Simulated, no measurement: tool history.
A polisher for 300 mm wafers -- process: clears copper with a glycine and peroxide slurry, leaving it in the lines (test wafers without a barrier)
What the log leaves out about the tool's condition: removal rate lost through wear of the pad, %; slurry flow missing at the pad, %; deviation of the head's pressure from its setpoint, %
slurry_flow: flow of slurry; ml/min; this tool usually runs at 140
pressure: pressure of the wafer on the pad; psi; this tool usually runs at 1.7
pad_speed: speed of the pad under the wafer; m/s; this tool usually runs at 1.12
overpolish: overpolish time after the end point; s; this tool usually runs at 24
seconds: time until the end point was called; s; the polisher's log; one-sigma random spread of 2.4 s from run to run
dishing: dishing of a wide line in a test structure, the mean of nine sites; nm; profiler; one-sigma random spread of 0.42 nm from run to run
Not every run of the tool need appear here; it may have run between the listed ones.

run,day,slurry_flow,pressure,pad_speed,overpolish,wafers since the last listed run,wafers polished on this pad,hours since the slurry nozzle was cleaned,hours since the head pressure was calibrated,"incoming thickness of the incoming film, nm",seconds,dishing
1,0,140,1.7,1.12,24,0,677,321.9,1183.2,561.3,143.1,37.8
# day 0.367: worn pad replaced by a new one
2,0.662,140,1.7,1.12,24,89,52,337.8,1199.1,573.8,132.9,40.1
3,2.162,140,1.7,1.12,24,269,322,373.8,1235.1,556.9,130.4,40.1
4,2.933,105,1.7,1.12,24,138,460,392.3,1253.6,572.2,145.6,38.1
# day 3.817: worn pad replaced by a new one
5,4.017,140,1.5,1.12,24,164,35,418.3,1279.6,566.7,149.5,38.4
6,4.654,140,1.5,1.12,24,114,150,433.6,1294.9,557.6,147.5,38.4
7,5.65,140,1.7,1.12,24,178,329,457.5,1318.8,560.8,127.3,39
8,6.279,140,1.7,1.12,24,113,442,472.6,1333.9,561.2,140.7,39.3
# day 7.117: slurry nozzle cleaned
9,7.167,140,1.7,0.9,24,151,594,1.2,1355.2,555.3,161.9,37
# day 8.054: worn pad replaced by a new one
10,8.171,140,1.4,1.12,24,150,21,25.3,1379.3,570.4,148.6,38.5
11,9.267,105,2.2,1.36,24,196,218,51.6,1405.6,571.2,104.9,40.7
12,10.146,110,2,1.12,24,157,376,72.7,1426.7,564.1,126.3,40.5
13,11.625,140,1.7,1.48,24,265,641,108.2,1462.2,565.9,124.4,39.3
# day 12.246: worn pad replaced by a new one
14,12.658,140,1.7,1.12,24,155,74,133,1487,567,130.4,39.6
# day 12.8: head pressure recalibrated
15,13.271,105,2,0.96,24,95,169,147.7,11.3,556.2,138.7,40.2
16,14.55,125,1.7,1.12,24,229,398,178.4,42,569.2,137.4,38.7
17,15.154,140,1.3,1.48,24,108,507,192.9,56.5,554.4,134.1,37.2
# day 16: worn pad replaced by a new one
18,16.154,140,2.1,1.12,24,149,27,216.9,80.5,561.7,109.5,41.7
19,16.804,140,1.7,1.12,12,116,144,232.5,96.1,559,125.1,28.4
20,17.696,140,1.7,1.12,24,160,304,253.9,117.5,569.7,133.8,39.5
21,19.038,165,1.7,0.82,24,241,545,286.1,149.7,561.4,162.7,37.3

5 ways to go on from here, each from the tool as it stands after run 21. What would each give?
A,19.058,140,1.7,1.02,24,3,549,286.6,150.2,566.5,?,?
B,19.058,165,1.2,1.12,24,3,549,286.6,150.2,566.5,?,?
C,19.058,95,2,1.02,14,3,549,286.6,150.2,566.5,?,?
D,19.058,100,1.7,1.12,15,3,549,286.6,150.2,566.5,?,?
E,19.058,140,1.7,1.42,24,3,549,286.6,150.2,566.5,?,?

run,seconds,dishing
A,149.7,39.1
B,172.6,36.5
C,147.5,29.7
D,154.1,30
E,122.5,40.8
Without the tool's hidden state the same runs would have given:
run,seconds,dishing
A,137.8,40.4
B,158.9,37.9
C,135.8,31.2
D,141.8,31.5
E,112.7,41.9

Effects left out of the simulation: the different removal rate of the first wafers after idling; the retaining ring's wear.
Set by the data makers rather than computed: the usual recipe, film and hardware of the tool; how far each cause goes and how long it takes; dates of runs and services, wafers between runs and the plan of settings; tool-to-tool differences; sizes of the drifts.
